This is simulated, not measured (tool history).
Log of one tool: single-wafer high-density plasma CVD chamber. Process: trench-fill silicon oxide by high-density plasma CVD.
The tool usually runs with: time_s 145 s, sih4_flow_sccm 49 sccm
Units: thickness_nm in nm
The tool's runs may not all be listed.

run,hour,time_s,sih4_flow_sccm,"read-back reference wafer on the same gauge, thickness_nm",thickness_nm
1,0.0,139,49,754.645,639.607
2,50.6,139,49,754.641,635.786
3,113.7,155,49,755.443,716.969
4,152.4,155,49,754.630,715.748
5,217.9,155,49,755.172,714.279
6,247.9,145,49,755.796,673.113
7,319.2,145,49,754.627,666.516
8,367.0,125,49,754.747,578.124
9,430.6,125,49,754.999,572.812
10,489.1,145,49,754.423,666.348
11,541.9,145,49,754.238,669.115
12,567.8,145,49,754.716,669.451
13,626.4,145,49,755.140,670.855
14,667.3,117,46,755.416,508.068
15,729.6,167,43,755.401,672.049
16,770.3,145,49,755.689,670.949
# hour 806.2: silane flow controller replaced
17,819.9,123,42,754.640,520.556
# hour 843.4: gauge calibrated
18,889.3,145,49,755.745,713.969
19,942.5,145,49,755.440,704.361
20,999.7,145,49,755.042,700.720
21,1063.2,136,43,755.015,583.745
22,1101.4,145,55,755.003,785.408
23,1137.8,145,49,754.763,701.376
24,1173.0,172,54,754.185,918.383
25,1203.7,170,43,755.465,721.273
26,1255.0,120,58,755.155,690.087

Consider 3 possible next runs. They are alternatives, not a sequence: every one starts from the tool as it was left by run 26. What does each give?
A,1255.4,145,49,?,?
B,1255.4,160,53,?,?
C,1255.4,173,39,?,?

run,"read-back reference wafer on the same gauge, thickness_nm",thickness_nm
A,754.964,703.038
B,754.964,839.093
C,754.964,667.614
Take away the tool's hidden state, keep each run's random variation, and the runs would have read:
run,thickness_nm
A,714.614
B,852.910
C,678.606

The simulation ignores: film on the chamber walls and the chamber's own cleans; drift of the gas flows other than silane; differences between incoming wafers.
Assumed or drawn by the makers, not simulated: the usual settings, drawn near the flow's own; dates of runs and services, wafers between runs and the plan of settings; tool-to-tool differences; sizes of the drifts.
